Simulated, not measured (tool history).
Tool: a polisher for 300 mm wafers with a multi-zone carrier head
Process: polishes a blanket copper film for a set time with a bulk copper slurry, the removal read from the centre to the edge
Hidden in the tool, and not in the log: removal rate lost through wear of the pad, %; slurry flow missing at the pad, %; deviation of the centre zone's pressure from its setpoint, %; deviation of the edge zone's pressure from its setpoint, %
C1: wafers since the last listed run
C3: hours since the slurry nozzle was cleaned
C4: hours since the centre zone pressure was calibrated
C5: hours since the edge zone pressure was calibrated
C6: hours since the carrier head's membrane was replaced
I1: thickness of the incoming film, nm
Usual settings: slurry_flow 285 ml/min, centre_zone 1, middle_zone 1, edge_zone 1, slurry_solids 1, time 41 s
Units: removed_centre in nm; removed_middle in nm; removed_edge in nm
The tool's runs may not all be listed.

run 1 hour=0 | slurry_flow=285 centre_zone=1 middle_zone=1 edge_zone=1 slurry_solids=1 time=41 | C1=0 wafers_polished_on_this_pad=1727 C3=115.6 C4=683.5 C5=238.1 C6=1322.6 | I1=3180.3 | removed_centre=303.7 removed_middle=307.9 removed_edge=298.6
run 2 hour=26.5 | slurry_flow=285 centre_zone=0.94 middle_zone=1 edge_zone=1 slurry_solids=1 time=37 | C1=290 wafers_polished_on_this_pad=2017 C3=142.1 C4=710 C5=264.6 C6=1349.1 | I1=3203.1 | removed_centre=262.8 removed_middle=275.6 removed_edge=270.2
run 3 hour=51.3 | slurry_flow=285 centre_zone=1 middle_zone=1 edge_zone=1 slurry_solids=1 time=41 | C1=271 wafers_polished_on_this_pad=2289 C3=166.9 C4=734.8 C5=289.4 C6=1373.9 | I1=3226.6 | removed_centre=302.9 removed_middle=304.4 removed_edge=300.9
run 4 hour=82.6 | slurry_flow=285 centre_zone=0.95 middle_zone=1 edge_zone=1 slurry_solids=0.85 time=46 | C1=342 wafers_polished_on_this_pad=2631 C3=198.2 C4=766.1 C5=320.7 C6=1405.2 | I1=3179.6 | removed_centre=315.4 removed_middle=336.1 removed_edge=330.4
-- hour=114.8 worn pad replaced by a new one
run 5 hour=117.3 | slurry_flow=285 centre_zone=1 middle_zone=1.05 edge_zone=1 slurry_solids=1 time=48 | C1=336 wafers_polished_on_this_pad=27 C3=232.9 C4=800.8 C5=355.4 C6=1439.9 | I1=3244.6 | removed_centre=376.4 removed_middle=396.5 removed_edge=376.2
run 6 hour=147.6 | slurry_flow=285 centre_zone=1 middle_zone=1 edge_zone=1 slurry_solids=1 time=41 | C1=331 wafers_polished_on_this_pad=359 C3=263.2 C4=831.1 C5=385.7 C6=1470.2 | I1=3215.9 | removed_centre=315 removed_middle=318.3 removed_edge=310.7
-- hour=162.7 slurry nozzle cleaned
run 7 hour=178.1 | slurry_flow=285 centre_zone=1 middle_zone=1 edge_zone=1.03 slurry_solids=1 time=52 | C1=322 wafers_polished_on_this_pad=682 C3=15.4 C4=861.6 C5=416.2 C6=1500.7 | I1=3234.4 | removed_centre=406.9 removed_middle=403 removed_edge=401.3
run 8 hour=204.4 | slurry_flow=210 centre_zone=1 middle_zone=1 edge_zone=1 slurry_solids=1 time=41 | C1=287 wafers_polished_on_this_pad=970 C3=41.7 C4=887.9 C5=442.5 C6=1527 | I1=3206.9 | removed_centre=301.9 removed_middle=308 removed_edge=301
run 9 hour=237.5 | slurry_flow=285 centre_zone=1.03 middle_zone=1 edge_zone=0.92 slurry_solids=1.2 time=48 | C1=362 wafers_polished_on_this_pad=1332 C3=74.8 C4=921 C5=475.6 C6=1560.1 | I1=3236 | removed_centre=381.9 removed_middle=375 removed_edge=353.7
run 10 hour=260.8 | slurry_flow=285 centre_zone=1 middle_zone=1.07 edge_zone=1 slurry_solids=1 time=49 | C1=255 wafers_polished_on_this_pad=1587 C3=98.1 C4=944.3 C5=498.9 C6=1583.4 | I1=3204.1 | removed_centre=367.4 removed_middle=382.9 removed_edge=362.3
-- hour=274.7 centre zone pressure recalibrated
-- hour=281.8 carrier head's membrane replaced by a new one
run 11 hour=294.8 | slurry_flow=285 centre_zone=1 middle_zone=1 edge_zone=1 slurry_solids=1 time=41 | C1=295 wafers_polished_on_this_pad=1882 C3=132.1 C4=20.1 C5=532.9 C6=13 | I1=3180.8 | removed_centre=304.3 removed_middle=305 removed_edge=302.4
run 12 hour=350.3 | slurry_flow=285 centre_zone=1 middle_zone=1 edge_zone=1 slurry_solids=1 time=41 | C1=607 wafers_polished_on_this_pad=2490 C3=187.6 C4=75.6 C5=588.4 C6=68.5 | I1=3222.6 | removed_centre=301.7 removed_middle=304.2 removed_edge=296.7

Forecast run 13:
run 13 hour=366.5 | slurry_flow=285 centre_zone=1.12 middle_zone=1 edge_zone=1 slurry_solids=1 time=41 | C1=177 wafers_polished_on_this_pad=2667 C3=203.8 C4=91.8 C5=604.6 C6=84.7 | I1=3208.5 | removed_centre=? removed_middle=? removed_edge=?

{"run 13": {"removed_centre": 327.9, "removed_middle": 301, "removed_edge": 298.3}}
Without the tool's hidden state the same run would have given removed_centre 374.9 nm, removed_middle 342.6 nm, removed_edge 336 nm.
